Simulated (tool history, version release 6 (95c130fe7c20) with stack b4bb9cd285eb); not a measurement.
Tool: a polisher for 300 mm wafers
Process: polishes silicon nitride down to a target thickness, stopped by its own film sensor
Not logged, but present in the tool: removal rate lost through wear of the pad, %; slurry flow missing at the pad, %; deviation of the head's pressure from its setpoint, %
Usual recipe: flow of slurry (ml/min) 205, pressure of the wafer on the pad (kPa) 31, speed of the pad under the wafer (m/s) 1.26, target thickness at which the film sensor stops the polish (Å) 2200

| run | day | flow of slurry (ml/min) | pressure of the wafer on the pad (kPa) | speed of the pad under the wafer (m/s) | target thickness at which the film sensor stops the polish (Å) | wafers since the last listed run | wafers polished on this pad | hours since the slurry nozzle was cleaned | hours since the head pressure was calibrated | incoming thickness of the incoming film, nm | time until the film sensor stopped the polish (s) |
|---|---|---|---|---|---|---|---|---|---|---|---|
| 1 | 0 | 205 | 31 | 1.26 | 2200 | 0 | 292 | 164.9 | 1036 | 375.3 | 74.1 |
| 2 | 0.729 | 205 | 31 | 1.26 | 2200 | 97 | 390 | 182.4 | 1053.5 | 370.8 | 71.6 |
| 3 | 1.021 | 205 | 31 | 1.26 | 2200 | 39 | 429 | 189.4 | 1060.5 | 368.1 | 71.3 |
| 4 | 1.667 | 205 | 31 | 1.26 | 2200 | 86 | 515 | 204.9 | 1076 | 369.4 | 71.1 |
|  | 1.879 | worn pad replaced by a new one |
| 5 | 2.071 | 205 | 31 | 1.26 | 2200 | 31 | 25 | 214.6 | 1085.7 | 372 | 72.4 |
| 6 | 2.521 | 205 | 31 | 1.26 | 2200 | 60 | 85 | 225.4 | 1096.5 | 370.5 | 72.6 |
| 7 | 3.067 | 205 | 39.3 | 1.26 | 2200 | 73 | 159 | 238.5 | 1109.6 | 366.6 | 57.7 |
| 8 | 3.417 | 205 | 36.5 | 1.56 | 2200 | 46 | 205 | 246.9 | 1118 | 364.8 | 55.7 |
| 9 | 4 | 205 | 31 | 1.26 | 2200 | 78 | 284 | 260.9 | 1132 | 373 | 74.8 |
| 10 | 4.746 | 205 | 31 | 1.26 | 2200 | 99 | 384 | 278.8 | 1149.9 | 368.8 | 72.2 |
| 11 | 5.354 | 205 | 31 | 1.26 | 2200 | 81 | 465 | 293.4 | 1164.5 | 369.4 | 72.6 |
| 12 | 5.758 | 205 | 31 | 1.26 | 2200 | 54 | 519 | 303.1 | 1174.2 | 368.8 | 72 |
|  | 5.942 | worn pad replaced by a new one |
| 13 | 6.033 | 205 | 31 | 1.26 | 2200 | 14 | 12 | 309.7 | 1180.8 | 370.3 | 72.3 |
| 14 | 6.475 | 205 | 31 | 1.44 | 2200 | 59 | 71 | 320.3 | 1191.4 | 367.1 | 67.7 |
| 15 | 7.112 | 240 | 31 | 1.08 | 2660 | 85 | 157 | 335.6 | 1206.7 | 369.6 | 53.1 |
|  | 7.212 | head pressure recalibrated |
| 16 | 7.6 | 205 | 40.7 | 1.66 | 2200 | 54 | 211 | 347.3 | 9.3 | 369.1 | 50.7 |
| 17 | 8.275 | 205 | 31 | 1.26 | 2400 | 90 | 301 | 363.5 | 25.5 | 365.5 | 62 |
|  | 8.579 | slurry nozzle cleaned |
| 18 | 8.696 | 205 | 31 | 1.26 | 2200 | 50 | 352 | 2.8 | 35.6 | 375.2 | 80.8 |
| 19 | 8.983 | 205 | 24.1 | 1.06 | 2200 | 38 | 390 | 9.7 | 42.5 | 366.3 | 101.7 |
| 20 | 9.654 | 185 | 25.5 | 1.52 | 2450 | 89 | 480 | 25.8 | 58.6 | 370.2 | 72.3 |
| 21 | 9.962 | 140 | 31 | 1.26 | 2200 | 41 | 522 | 33.2 | 66 | 374.3 | 86 |
|  | 10.283 | worn pad replaced by a new one |
| 22 | 10.412 | 155 | 40.7 | 1.7 | 2200 | 37 | 17 | 44 | 76.8 | 368.2 | 57 |
| 23 | 10.946 | 205 | 31 | 1.62 | 2200 | 71 | 88 | 56.8 | 89.6 | 371.6 | 70 |
|  | 11.588 | slurry nozzle cleaned, repeated, since the last time left the tool worse |
| 24 | 11.608 | 205 | 36.5 | 1.26 | 2200 | 83 | 171 | 0.5 | 105.5 | 364 | 59.6 |
| 25 | 12.267 | 205 | 31 | 1.26 | 2200 | 88 | 260 | 16.3 | 121.3 | 373.5 | 73.2 |
| 26 | 12.908 | 205 | 31 | 1.26 | 2200 | 85 | 345 | 31.7 | 136.7 | 365.8 | 70.4 |
| 27 | 13.404 | 140 | 31 | 1.26 | 2200 | 66 | 412 | 43.6 | 148.6 | 370.5 | 75.6 |
| 28 | 13.683 | 225 | 24.8 | 1.64 | 1950 | 37 | 449 | 50.3 | 155.3 | 362.8 | 83.2 |
| 29 | 14.025 | 145 | 35.2 | 1.26 | 2200 | 45 | 495 | 58.5 | 163.5 | 364.5 | 64.6 |

Across each entry between runs, compare the hidden state at the last listed run before it with the hidden state at the first listed run after it:
Between runs 4 and 5: worn pad replaced by a new one (day 1.879)
  slurry flow missing at the pad, %: 8.4 -> 9.15
  measured value less the no-hidden-state value, time until the film sensor stopped the polish (s): +0.6 -> +0.8
Between runs 12 and 13: worn pad replaced by a new one (day 5.942)
  slurry flow missing at the pad, %: 17.6 -> 18.3
  measured value less the no-hidden-state value, time until the film sensor stopped the polish (s): +1.5 -> +1.6
Between runs 15 and 16: head pressure recalibrated (day 7.212)
  slurry flow missing at the pad, %: 21.4 -> 22.9
  measured value less the no-hidden-state value, time until the film sensor stopped the polish (s): +1.3 -> +1.5
Between runs 17 and 18: slurry nozzle cleaned (day 8.579)
  slurry flow missing at the pad, %: 25 -> 51.1
  measured value less the no-hidden-state value, time until the film sensor stopped the polish (s): +2 -> +7
Between runs 21 and 22: worn pad replaced by a new one (day 10.283)
  slurry flow missing at the pad, %: 51.3 -> 51.4
  measured value less the no-hidden-state value, time until the film sensor stopped the polish (s): +9.7 -> +6.1
Between runs 23 and 24: slurry nozzle cleaned, repeated, since the last time left the tool worse (day 11.588)
  slurry flow missing at the pad, %: 51.7 -> 0.989
  measured value less the no-hidden-state value, time until the film sensor stopped the polish (s): +6.2 -> +0.1
